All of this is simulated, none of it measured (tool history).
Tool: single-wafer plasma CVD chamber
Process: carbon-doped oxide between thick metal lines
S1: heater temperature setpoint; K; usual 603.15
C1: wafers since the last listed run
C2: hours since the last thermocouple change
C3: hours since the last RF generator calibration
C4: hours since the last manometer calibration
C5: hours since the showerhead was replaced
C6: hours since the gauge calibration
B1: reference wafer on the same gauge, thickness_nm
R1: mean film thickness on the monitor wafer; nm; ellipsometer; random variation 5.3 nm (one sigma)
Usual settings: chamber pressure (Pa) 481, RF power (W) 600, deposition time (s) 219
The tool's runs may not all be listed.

run 1 hour=0 | S1=603.15 chamber_pressure_(Pa)=481 RF_power_(W)=600 deposition_time_(s)=189 | C1=0 C2=485 C3=336.5 C4=709.3 C5=2939.4 C6=2518.1 | B1=1449.677 | R1=1102.799
run 2 hour=46.8 | S1=603.15 chamber_pressure_(Pa)=481 RF_power_(W)=600 deposition_time_(s)=196 | C1=410 C2=531.8 C3=383.3 C4=756.1 C5=2986.2 C6=2564.9 | B1=1452.004 | R1=1163.023
run 3 hour=324.9 | S1=603.15 chamber_pressure_(Pa)=481 RF_power_(W)=600 deposition_time_(s)=196 | C1=2441 C2=809.9 C3=661.4 C4=1034.2 C5=3264.3 C6=2843 | B1=1450.174 | R1=1153.587
-- hour=345 showerhead replaced
run 4 hour=430.8 | S1=603.15 chamber_pressure_(Pa)=481 RF_power_(W)=600 deposition_time_(s)=196 | C1=859 C2=915.8 C3=767.3 C4=1140.1 C5=85.8 C6=2948.9 | B1=1451.741 | R1=1147.279
-- hour=494.5 thermocouple changed; heater temperature recalibrated
run 5 hour=495 | S1=603.15 chamber_pressure_(Pa)=481 RF_power_(W)=600 deposition_time_(s)=219 | C1=493 C2=0.5 C3=831.5 C4=1204.3 C5=150 C6=3013.1 | B1=1452.336 | R1=1290.594
run 6 hour=566.3 | S1=603.15 chamber_pressure_(Pa)=481 RF_power_(W)=600 deposition_time_(s)=219 | C1=625 C2=71.8 C3=902.8 C4=1275.6 C5=221.3 C6=3084.4 | B1=1449.105 | R1=1288.671
-- hour=743.7 gauge calibrated
run 7 hour=778.8 | S1=603.15 chamber_pressure_(Pa)=481 RF_power_(W)=600 deposition_time_(s)=207 | C1=1865 C2=284.3 C3=1115.3 C4=1488.1 C5=433.8 C6=35.1 | B1=1449.346 | R1=1221.895
run 8 hour=832.3 | S1=603.15 chamber_pressure_(Pa)=481 RF_power_(W)=600 deposition_time_(s)=207 | C1=469 C2=337.8 C3=1168.8 C4=1541.6 C5=487.3 C6=88.6 | B1=1449.242 | R1=1210.211
run 9 hour=917.7 | S1=603.15 chamber_pressure_(Pa)=481 RF_power_(W)=600 deposition_time_(s)=207 | C1=749 C2=423.2 C3=1254.2 C4=1627 C5=572.7 C6=174 | B1=1451.905 | R1=1212.888
run 10 hour=987.8 | S1=603.15 chamber_pressure_(Pa)=481 RF_power_(W)=600 deposition_time_(s)=219 | C1=615 C2=493.3 C3=1324.3 C4=1697.1 C5=642.8 C6=244.1 | B1=1451.016 | R1=1283.462
run 11 hour=1063 | S1=603.15 chamber_pressure_(Pa)=481 RF_power_(W)=600 deposition_time_(s)=219 | C1=660 C2=568.5 C3=1399.5 C4=1772.3 C5=718 C6=319.3 | B1=1450.552 | R1=1285.647
run 12 hour=1139.5 | S1=590.15 chamber_pressure_(Pa)=481 RF_power_(W)=540 deposition_time_(s)=219 | C1=671 C2=645 C3=1476 C4=1848.8 C5=794.5 C6=395.8 | B1=1451.277 | R1=1268.864
run 13 hour=1243.5 | S1=591.15 chamber_pressure_(Pa)=481 RF_power_(W)=710 deposition_time_(s)=204 | C1=912 C2=749 C3=1580 C4=1952.8 C5=898.5 C6=499.8 | B1=1449.859 | R1=1403.087
run 14 hour=1287.6 | S1=603.15 chamber_pressure_(Pa)=364 RF_power_(W)=600 deposition_time_(s)=198 | C1=387 C2=793.1 C3=1624.1 C4=1996.9 C5=942.6 C6=543.9 | B1=1450.775 | R1=1126.702
run 15 hour=1343.9 | S1=597.15 chamber_pressure_(Pa)=413 RF_power_(W)=600 deposition_time_(s)=219 | C1=494 C2=849.4 C3=1680.4 C4=2053.2 C5=998.9 C6=600.2 | B1=1450.42 | R1=1287.525
run 16 hour=1392.8 | S1=597.15 chamber_pressure_(Pa)=549 RF_power_(W)=490 deposition_time_(s)=219 | C1=429 C2=898.3 C3=1729.3 C4=2102.1 C5=1047.8 C6=649.1 | B1=1446.971 | R1=1174.627
-- hour=1474.6 thermocouple changed; heater temperature recalibrated
run 17 hour=1498.2 | S1=603.15 chamber_pressure_(Pa)=481 RF_power_(W)=600 deposition_time_(s)=189 | C1=855 C2=23.6 C3=1834.7 C4=2207.5 C5=1153.2 C6=754.5 | B1=1451.27 | R1=1105.564
-- hour=1518.6 RF generator calibrated
run 18 hour=1568.1 | S1=599.15 chamber_pressure_(Pa)=481 RF_power_(W)=600 deposition_time_(s)=219 | C1=543 C2=93.5 C3=49.5 C4=2277.4 C5=1223.1 C6=824.4 | B1=1449.071 | R1=1307.571
run 19 hour=1664.4 | S1=613.15 chamber_pressure_(Pa)=481 RF_power_(W)=600 deposition_time_(s)=219 | C1=845 C2=189.8 C3=145.8 C4=2373.7 C5=1319.4 C6=920.7 | B1=1450.468 | R1=1231.25
-- hour=1711.4 capacitance manometer re-zeroed and calibrated
run 20 hour=1733.4 | S1=603.15 chamber_pressure_(Pa)=560 RF_power_(W)=600 deposition_time_(s)=219 | C1=535 C2=258.8 C3=214.8 C4=22 C5=1388.4 C6=989.7 | B1=1451.308 | R1=1319.739
run 21 hour=1794.4 | S1=593.15 chamber_pressure_(Pa)=597 RF_power_(W)=685 deposition_time_(s)=254 | C1=535 C2=319.8 C3=275.8 C4=83 C5=1449.4 C6=1050.7 | B1=1448.645 | R1=1762.467
run 22 hour=1832.7 | S1=598.15 chamber_pressure_(Pa)=421 RF_power_(W)=600 deposition_time_(s)=185 | C1=336 C2=358.1 C3=314.1 C4=121.3 C5=1487.7 C6=1089 | B1=1449.073 | R1=1082.042
run 23 hour=1894.3 | S1=603.15 chamber_pressure_(Pa)=481 RF_power_(W)=600 deposition_time_(s)=219 | C1=540 C2=419.7 C3=375.7 C4=182.9 C5=1549.3 C6=1150.6 | B1=1450.557 | R1=1287.839
run 24 hour=1939.3 | S1=603.15 chamber_pressure_(Pa)=409 RF_power_(W)=600 deposition_time_(s)=219 | C1=395 C2=464.7 C3=420.7 C4=227.9 C5=1594.3 C6=1195.6 | B1=1449.019 | R1=1250.332
run 25 hour=2032 | S1=598.15 chamber_pressure_(Pa)=481 RF_power_(W)=600 deposition_time_(s)=248 | C1=813 C2=557.4 C3=513.4 C4=320.6 C5=1687 C6=1288.3 | B1=1452.455 | R1=1487.276
run 26 hour=2102.8 | S1=603.15 chamber_pressure_(Pa)=536 RF_power_(W)=600 deposition_time_(s)=219 | C1=621 C2=628.2 C3=584.2 C4=391.4 C5=1757.8 C6=1359.1 | B1=1451.903 | R1=1310.02
run 27 hour=2170.2 | S1=603.15 chamber_pressure_(Pa)=481 RF_power_(W)=600 deposition_time_(s)=219 | C1=591 C2=695.6 C3=651.6 C4=458.8 C5=1825.2 C6=1426.5 | B1=1449.925 | R1=1286.124

Run 28 comes next. What will it give?
run 28 hour=2252 | S1=618.15 chamber_pressure_(Pa)=584 RF_power_(W)=705 deposition_time_(s)=179 | C1=718 C2=777.4 C3=733.4 C4=540.6 C5=1907 C6=1508.3 | B1=? | R1=?

Run 28 gave B1 1447.164, R1 1146.712 nm.
Without the tool's hidden state the same run would have given R1 1146.712 nm.

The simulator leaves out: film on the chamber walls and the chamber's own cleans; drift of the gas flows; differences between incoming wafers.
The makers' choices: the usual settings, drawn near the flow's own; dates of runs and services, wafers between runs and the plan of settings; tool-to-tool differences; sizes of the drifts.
